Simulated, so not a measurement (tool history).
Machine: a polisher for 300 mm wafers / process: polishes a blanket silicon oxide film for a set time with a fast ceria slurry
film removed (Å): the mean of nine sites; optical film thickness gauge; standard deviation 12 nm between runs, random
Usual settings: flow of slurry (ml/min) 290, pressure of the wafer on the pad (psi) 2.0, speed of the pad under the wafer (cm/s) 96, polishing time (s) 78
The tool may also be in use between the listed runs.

run	hour	flow of slurry (ml/min)	pressure of the wafer on the pad (psi)	speed of the pad under the wafer (cm/s)	polishing time (s)	wafers since the last listed run	wafers polished on this pad	hours since the slurry nozzle was cleaned	hours since the head pressure was calibrated	incoming thickness of the incoming film, nm	film removed (Å)
1	0.0	290	2.0	96	78	0	1395	173.5	405.5	3858.0	7923
# hour 80.1: worn pad replaced by a new one
2	81.7	290	2.0	96	78	539	10	255.2	487.2	3823.1	7985
# hour 146.6: slurry nozzle cleaned
3	159.8	290	2.0	96	78	534	545	13.2	565.3	3856.1	8438
# hour 249.1: head pressure recalibrated
4	251.6	290	2.0	96	78	622	1168	105.0	2.5	3804.7	8217
5	352.3	290	2.0	96	78	698	1867	205.7	103.2	3908.2	8011
# hour 396.1: worn pad replaced by a new one
# hour 453.1: slurry nozzle cleaned
6	597.9	290	2.0	96	60	1669	1392	144.8	348.8	3862.9	6199
7	651.9	290	2.0	96	60	374	1767	198.8	402.8	3855.5	6231
# hour 710.7: worn pad replaced by a new one
8	719.0	290	2.0	96	78	437	57	265.9	469.9	3915.2	7975
# hour 761.7: slurry nozzle cleaned
9	762.2	290	2.0	96	78	292	350	0.5	513.1	3877.3	8360
10	821.6	255	2.4	96	104	412	762	59.9	572.5	3794.2	13122
# hour 831.5: head pressure recalibrated
11	882.8	290	2.6	96	52	410	1173	121.1	51.3	3854.5	6959
# hour 976.8: worn pad replaced by a new one
12	987.6	390	2.0	96	78	699	74	225.9	156.1	3792.5	8071
13	1048.5	260	2.5	68	69	422	497	286.8	217.0	3902.2	6801
# hour 1094.3: slurry nozzle cleaned
14	1098.1	290	2.0	96	57	337	834	3.8	266.6	3817.4	6233
15	1192.7	290	2.0	96	78	656	1490	98.4	361.2	3837.0	8189
16	1269.6	290	2.3	70	98	533	2024	175.3	438.1	3788.6	9298
# hour 1290.7: worn pad replaced by a new one
17	1349.3	290	2.0	96	57	525	406	255.0	517.8	3782.0	5761
# hour 1399.5: slurry nozzle cleaned
18	1451.9	290	2.0	96	68	704	1111	52.4	620.4	3842.4	7285

What if the next run were any one of these 3? Each begins from the tool's condition after run 18:
A	1452.3	290	2.0	66	78	2	1114	52.8	620.8	3873.5	?
B	1452.3	265	1.8	110	99	2	1114	52.8	620.8	3873.5	?
C	1452.3	240	2.0	96	93	2	1114	52.8	620.8	3873.5	?

run	film removed (Å)
A	6136
B	10015
C	9323
Had the tool no hidden state, the same runs would have come out as:
run	film removed (Å)
A	6270
B	10252
C	9565
